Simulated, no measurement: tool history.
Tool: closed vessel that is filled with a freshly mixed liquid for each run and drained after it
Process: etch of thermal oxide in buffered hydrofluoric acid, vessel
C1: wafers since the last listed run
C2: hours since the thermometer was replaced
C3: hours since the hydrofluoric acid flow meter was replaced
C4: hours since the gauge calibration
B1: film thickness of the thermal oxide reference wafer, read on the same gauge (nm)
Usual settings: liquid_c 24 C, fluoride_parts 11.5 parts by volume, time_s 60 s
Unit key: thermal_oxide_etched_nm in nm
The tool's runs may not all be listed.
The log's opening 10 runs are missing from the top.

Run 11, hour 155.1: usual settings but liquid_c 26 C; C1 2349; C2 2433.8; C3 29.2; C4 431.8; B1 100.02. Result: thermal_oxide_etched_nm 74.26 nm.
Run 12, hour 170.3: usual settings but liquid_c 26 C; C1 2063; C2 2449; C3 44.4; C4 447; B1 100.01. Result: thermal_oxide_etched_nm 74.67 nm.
Run 13, hour 214.2: usual settings; C1 5960; C2 2492.9; C3 88.3; C4 490.9; B1 100.01. Result: thermal_oxide_etched_nm 66.48 nm.
At hour 215.6: gauge calibrated.
Run 14, hour 227.4: usual settings but fluoride_parts 12.5 parts by volume; C1 1792; C2 2506.1; C3 101.5; C4 11.8; B1 99.99. Result: thermal_oxide_etched_nm 61.69 nm.
Run 15, hour 241.3: usual settings but fluoride_parts 12.5 parts by volume; C1 1887; C2 2520; C3 115.4; C4 25.7; B1 100.03. Result: thermal_oxide_etched_nm 61.49 nm.
Run 16, hour 255.1: usual settings but liquid_c 26.5 C, fluoride_parts 8 parts by volume, time_s 80 s; C1 1873; C2 2533.8; C3 129.2; C4 39.5; B1 99.98. Result: thermal_oxide_etched_nm 141.11 nm.
Run 17, hour 267.4: usual settings but liquid_c 21.5 C, fluoride_parts 9.5 parts by volume, time_s 40 s; C1 1670; C2 2546.1; C3 141.5; C4 51.8; B1 100. Result: thermal_oxide_etched_nm 46.39 nm.
At hour 274.7: thermometer replaced.
Run 18, hour 279.5: usual settings but liquid_c 25.5 C, time_s 90 s; C1 1507; C2 4.8; C3 153.6; C4 63.9; B1 99.98. Result: thermal_oxide_etched_nm 96.86 nm.
Run 19, hour 293.4: usual settings but liquid_c 21 C, fluoride_parts 10 parts by volume, time_s 85 s; C1 1887; C2 18.7; C3 167.5; C4 77.8; B1 99.93. Result: thermal_oxide_etched_nm 81.69 nm.
Run 20, hour 301.4: usual settings; C1 1086; C2 26.7; C3 175.5; C4 85.8; B1 100.01. Result: thermal_oxide_etched_nm 59.52 nm.
Run 21, hour 313.5: usual settings; C1 1642; C2 38.8; C3 187.6; C4 97.9; B1 99.97. Result: thermal_oxide_etched_nm 60.33 nm.
Run 22, hour 327.8: usual settings but liquid_c 26.5 C, fluoride_parts 15.5 parts by volume; C1 1941; C2 53.1; C3 201.9; C4 112.2; B1 100.02. Result: thermal_oxide_etched_nm 50.98 nm.
Run 23, hour 345.4: usual settings but liquid_c 21.5 C, fluoride_parts 9.5 parts by volume, time_s 40 s; C1 2389; C2 70.7; C3 219.5; C4 129.8; B1 100.03. Result: thermal_oxide_etched_nm 41.56 nm.
Run 24, hour 351.5: usual settings; C1 828; C2 76.8; C3 225.6; C4 135.9; B1 100.02. Result: thermal_oxide_etched_nm 59.6 nm.
Run 25, hour 366.6: usual settings but liquid_c 27.5 C, fluoride_parts 15.5 parts by volume, time_s 30 s; C1 2050; C2 91.9; C3 240.7; C4 151; B1 99.95. Result: thermal_oxide_etched_nm 26.7 nm.

Run 26 is up next; what results do you expect?
Run 26, hour 376.7: usual settings but liquid_c 19 C, fluoride_parts 10 parts by volume, time_s 75 s; C1 1371; C2 102; C3 250.8; C4 161.1; B1 ?. Result: thermal_oxide_etched_nm ?.

Logged for run 26: B1 99.94, thermal_oxide_etched_nm 64.83 nm.
Take away the tool's hidden state, keep the run-to-run variation as it was, and the same run would have given thermal_oxide_etched_nm 64.9 nm.

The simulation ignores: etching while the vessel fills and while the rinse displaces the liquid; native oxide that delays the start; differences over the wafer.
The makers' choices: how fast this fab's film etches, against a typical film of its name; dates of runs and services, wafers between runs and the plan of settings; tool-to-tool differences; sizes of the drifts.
